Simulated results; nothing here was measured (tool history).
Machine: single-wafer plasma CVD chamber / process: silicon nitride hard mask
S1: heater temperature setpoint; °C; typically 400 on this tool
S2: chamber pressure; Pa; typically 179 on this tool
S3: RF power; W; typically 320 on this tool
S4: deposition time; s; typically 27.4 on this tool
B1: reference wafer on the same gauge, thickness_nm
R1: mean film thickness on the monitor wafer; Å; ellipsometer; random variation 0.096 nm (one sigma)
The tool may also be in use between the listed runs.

{"run": 1, "hour": 0.0, "S1": 400, "S2": 179, "S3": 320, "S4": 27.4, "B1": 31.567, "R1": 293.71}
{"run": 2, "hour": 20.3, "S1": 400, "S2": 179, "S3": 355, "S4": 27.4, "B1": 31.589, "R1": 312.67}
{"run": 3, "hour": 53.0, "S1": 400, "S2": 179, "S3": 355, "S4": 27.4, "B1": 31.603, "R1": 311.97}
{"run": 4, "hour": 72.3, "S1": 400, "S2": 179, "S3": 355, "S4": 27.4, "B1": 31.621, "R1": 311.73}
{"hour": 164.8, "done": "gauge calibrated"}
{"run": 5, "hour": 171.8, "S1": 400, "S2": 147, "S3": 320, "S4": 27.4, "B1": 30.905, "R1": 258.48}
{"hour": 203.2, "done": "thermocouple changed; heater temperature recalibrated"}
{"run": 6, "hour": 203.7, "S1": 400, "S2": 179, "S3": 320, "S4": 27.4, "B1": 31.003, "R1": 290.68}
{"run": 7, "hour": 216.7, "S1": 400, "S2": 179, "S3": 320, "S4": 27.4, "B1": 31.001, "R1": 287.39}
{"run": 8, "hour": 251.5, "S1": 400, "S2": 179, "S3": 275, "S4": 27.4, "B1": 31.066, "R1": 264.56}
{"run": 9, "hour": 272.6, "S1": 400, "S2": 179, "S3": 275, "S4": 27.4, "B1": 31.095, "R1": 266.53}
{"run": 10, "hour": 297.7, "S1": 400, "S2": 179, "S3": 275, "S4": 27.4, "B1": 31.109, "R1": 265.87}
{"run": 11, "hour": 323.3, "S1": 400, "S2": 179, "S3": 320, "S4": 27.4, "B1": 31.185, "R1": 289.37}
{"run": 12, "hour": 341.1, "S1": 400, "S2": 208, "S3": 320, "S4": 23.7, "B1": 31.228, "R1": 269.63}
{"run": 13, "hour": 356.4, "S1": 400, "S2": 167, "S3": 320, "S4": 31.7, "B1": 31.201, "R1": 324.77}
{"hour": 389.2, "done": "capacitance manometer re-zeroed and calibrated"}
{"run": 14, "hour": 389.7, "S1": 393, "S2": 221, "S3": 290, "S4": 31.3, "B1": 31.282, "R1": 346.77}
{"run": 15, "hour": 414.6, "S1": 391, "S2": 204, "S3": 375, "S4": 29.2, "B1": 31.273, "R1": 362.88}
{"hour": 446.6, "done": "showerhead replaced"}
{"run": 16, "hour": 447.1, "S1": 408, "S2": 179, "S3": 370, "S4": 27.4, "B1": 31.305, "R1": 315.08}
{"run": 17, "hour": 476.1, "S1": 389, "S2": 179, "S3": 360, "S4": 31.4, "B1": 31.373, "R1": 358.51}
{"run": 18, "hour": 498.7, "S1": 400, "S2": 179, "S3": 320, "S4": 27.4, "B1": 31.356, "R1": 291.2}
{"run": 19, "hour": 517.2, "S1": 400, "S2": 165, "S3": 345, "S4": 27.4, "B1": 31.396, "R1": 292.22}
{"run": 20, "hour": 529.8, "S1": 400, "S2": 141, "S3": 320, "S4": 27.4, "B1": 31.336, "R1": 253.97}
{"run": 21, "hour": 550.6, "S1": 409, "S2": 163, "S3": 320, "S4": 27.4, "B1": 31.397, "R1": 278.27}
{"hour": 589.0, "done": "RF generator calibrated"}
{"run": 22, "hour": 596.2, "S1": 400, "S2": 179, "S3": 345, "S4": 27.4, "B1": 31.422, "R1": 305.59}
{"run": 23, "hour": 622.6, "S1": 400, "S2": 179, "S3": 320, "S4": 27.4, "B1": 31.44, "R1": 292.89}
{"run": 24, "hour": 643.1, "S1": 400, "S2": 179, "S3": 355, "S4": 27.4, "B1": 31.448, "R1": 310.43}
{"run": 25, "hour": 667.7, "S1": 406, "S2": 179, "S3": 320, "S4": 23.0, "B1": 31.454, "R1": 246.05}
{"run": 26, "hour": 695.6, "S1": 400, "S2": 179, "S3": 320, "S4": 27.4, "B1": 31.475, "R1": 293.65}
{"run": 27, "hour": 777.5, "S1": 400, "S2": 191, "S3": 365, "S4": 27.4, "B1": 31.471, "R1": 326.45}
{"run": 28, "hour": 809.3, "S1": 400, "S2": 179, "S3": 320, "S4": 27.4, "B1": 31.549, "R1": 293.93}
{"run": 29, "hour": 828.8, "S1": 400, "S2": 179, "S3": 320, "S4": 27.4, "B1": 31.494, "R1": 294.64}

Consider 4 possible next runs. They are alternatives, not a sequence: every one starts from the tool as it was left by run 29. What does each give?
{"run": "A", "hour": 829.2, "S1": 400, "S2": 179, "S3": 320, "S4": 27.4, "B1": "?", "R1": "?"}
{"run": "B", "hour": 829.2, "S1": 390, "S2": 179, "S3": 320, "S4": 27.4, "B1": "?", "R1": "?"}
{"run": "C", "hour": 829.2, "S1": 411, "S2": 179, "S3": 320, "S4": 27.4, "B1": "?", "R1": "?"}
{"run": "D", "hour": 829.2, "S1": 395, "S2": 179, "S3": 320, "S4": 27.4, "B1": "?", "R1": "?"}

run=A B1=31.507 R1=294.65
run=B B1=31.507 R1=295.75
run=C B1=31.507 R1=293.42
run=D B1=31.507 R1=295.20
What these runs would have given with no unlogged condition in the tool:
run=A R1=288.87
run=B R1=289.95
run=C R1=287.66
run=D R1=289.40

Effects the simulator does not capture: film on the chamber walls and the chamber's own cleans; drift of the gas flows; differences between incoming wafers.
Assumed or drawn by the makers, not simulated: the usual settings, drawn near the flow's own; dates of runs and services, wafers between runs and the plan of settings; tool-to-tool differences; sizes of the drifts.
